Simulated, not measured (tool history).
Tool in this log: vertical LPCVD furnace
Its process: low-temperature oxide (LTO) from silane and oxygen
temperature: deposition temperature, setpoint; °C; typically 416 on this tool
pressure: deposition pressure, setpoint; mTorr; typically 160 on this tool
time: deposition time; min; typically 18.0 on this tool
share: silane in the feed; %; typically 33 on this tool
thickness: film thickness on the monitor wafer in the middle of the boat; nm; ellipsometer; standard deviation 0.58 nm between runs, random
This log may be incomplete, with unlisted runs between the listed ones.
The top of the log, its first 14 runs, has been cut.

run,hour,temperature,pressure,time,share,wafers since the last listed run,hours since the last temperature calibration,hours since the pressure gauge was zeroed,hours since the silane flow controller was replaced,hours since the gauge calibration,"read-back reference wafer on the same gauge, thickness",thickness
15,794.7,416,135,18.0,33,452,122.3,3216.1,6202.6,608.9,123.08,92.78
16,832.4,416,160,21.0,33,305,160.0,3253.8,6240.3,646.6,123.13,127.85
17,862.4,416,160,18.0,33,242,190.0,3283.8,6270.3,676.6,123.01,110.08
# hour 915.6: silane flow controller replaced
18,916.1,424,160,15.5,33,240,243.7,3337.5,0.5,730.3,123.13,103.07
# hour 957.5: pressure gauge zeroed
19,974.6,416,130,22.5,33,279,302.2,17.1,59.0,788.8,122.77,111.40
20,1002.2,416,160,23.5,26,223,329.8,44.7,86.6,816.4,122.77,101.42
# hour 1075.9: gauge calibrated
21,1102.6,416,160,18.0,33,812,430.2,145.1,187.0,26.7,122.89,111.30
22,1161.0,416,130,14.5,39,472,488.6,203.5,245.4,85.1,123.00,89.59

Expected results for the next run?
23,1201.2,416,195,18.0,39,325,528.8,243.7,285.6,125.3,?,?

read-back reference wafer on the same gauge, thickness: 123.20
thickness: 164.79 nm
Minus the tool's unlogged condition, the same run would have read thickness 163.52 nm.
